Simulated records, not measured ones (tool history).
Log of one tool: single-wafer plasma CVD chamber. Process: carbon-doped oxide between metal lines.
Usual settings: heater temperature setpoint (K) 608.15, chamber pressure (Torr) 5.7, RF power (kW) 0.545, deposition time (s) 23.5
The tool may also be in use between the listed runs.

run	hour	heater temperature setpoint (K)	chamber pressure (Torr)	RF power (kW)	deposition time (s)	wafers since the last listed run	hours since the last thermocouple change	hours since the last RF generator calibration	hours since the last manometer calibration	hours since the showerhead was replaced	hours since the gauge calibration	read-back reference wafer on the same gauge, thickness_nm	mean film thickness on the monitor wafer (Å)
1	0	598.15	5.7	0.545	22.3	0	1461.7	1612.7	2348.6	6332.8	195.8	153.894	1339.28
2	14.4	615.15	5.7	0.545	23.5	355	1476.1	1627.1	2363	6347.2	210.2	154.022	1318.36
3	25	608.15	5.7	0.545	23.5	261	1486.7	1637.7	2373.6	6357.8	220.8	154.096	1355.73
4	35.7	605.15	5.7	0.545	23.5	264	1497.4	1648.4	2384.3	6368.5	231.5	153.926	1371.65
5	53.4	605.15	5.7	0.545	23.5	436	1515.1	1666.1	2402	6386.2	249.2	153.939	1373.76
6	61.3	605.15	5.7	0.545	23.5	195	1523	1674	2409.9	6394.1	257.1	154.105	1371.1
7	92	608.15	5.7	0.545	22.4	757	1553.7	1704.7	2440.6	6424.8	287.8	153.996	1296.86
8	105.1	608.15	5.7	0.545	22.4	323	1566.8	1717.8	2453.7	6437.9	300.9	154.051	1293.53
9	111.8	597.15	5.7	0.545	23.5	165	1573.5	1724.5	2460.4	6444.6	307.6	154.025	1425.33
# hour 117.9: gauge calibrated
10	123.9	597.15	5.7	0.545	23.5	298	1585.6	1736.6	2472.5	6456.7	6	153.886	1422.33
# hour 142.8: capacitance manometer re-zeroed and calibrated
11	143.3	608.15	5.7	0.545	23.5	281	1605	1756	0.5	6476.1	25.4	153.98	1357.99
12	143.6	608.15	5.7	0.545	23.5	7	1605.3	1756.3	0.8	6476.4	25.7	153.923	1359.22
13	151.5	613.15	5.7	0.545	23.5	195	1613.2	1764.2	8.7	6484.3	33.6	153.93	1331.54
14	166.3	613.15	5.7	0.545	23.5	365	1628	1779	23.5	6499.1	48.4	154.081	1333.3
15	203.1	608.15	5.7	0.545	23.5	908	1664.8	1815.8	60.3	6535.9	85.2	153.903	1356.92
16	217	608.15	5.7	0.545	23.5	343	1678.7	1829.7	74.2	6549.8	99.1	154.096	1359.18
# hour 238.5: showerhead replaced
17	239	599.15	5.7	0.545	23.5	345	1700.7	1851.7	96.2	0.5	121.1	154.066	1416.09
18	248.9	599.15	5.7	0.545	23.5	244	1710.6	1861.6	106.1	10.4	131	153.985	1419.53
# hour 269.2: thermocouple changed; heater temperature recalibrated
19	269.7	608.15	5.7	0.545	23.5	316	0.5	1882.4	126.9	31.2	151.8	154.02	1332.26
20	274.6	608.15	4.69	0.545	23.5	120	5.4	1887.3	131.8	36.1	156.7	154.081	1296.12
21	285.3	605.15	5.7	0.545	23.5	264	16.1	1898	142.5	46.8	167.4	154.008	1345.1
# hour 299.4: RF generator calibrated
22	301.2	608.15	6.7	0.545	23.5	195	32	1.8	158.4	62.7	183.3	154.025	1354.47
23	318	608.15	4.34	0.545	23.5	414	48.8	18.6	175.2	79.5	200.1	153.955	1289.44
24	327.2	600.15	5.18	0.545	27.7	227	58	27.8	184.4	88.7	209.3	154.024	1596.98
25	339.4	608.15	5.7	0.545	19	301	70.2	40	196.6	100.9	221.5	154.099	1082.42
26	347.6	608.15	6.52	0.545	23.5	202	78.4	48.2	204.8	109.1	229.7	154.022	1345.51
27	360.7	608.15	5.7	0.545	23.5	323	91.5	61.3	217.9	122.2	242.8	153.947	1330.72
28	375.5	608.15	5.7	0.6	23.5	365	106.3	76.1	232.7	137	257.6	153.849	1378.63

The next listed run, before its measurement:
29	388.9	621.15	5.7	0.64	23.5	330	119.7	89.5	246.1	150.4	271	?	?

read-back reference wafer on the same gauge, thickness_nm: 153.991
mean film thickness on the monitor wafer (Å): 1348.12
Without the tool's hidden state the same run would have given mean film thickness on the monitor wafer (Å) 1347.53.

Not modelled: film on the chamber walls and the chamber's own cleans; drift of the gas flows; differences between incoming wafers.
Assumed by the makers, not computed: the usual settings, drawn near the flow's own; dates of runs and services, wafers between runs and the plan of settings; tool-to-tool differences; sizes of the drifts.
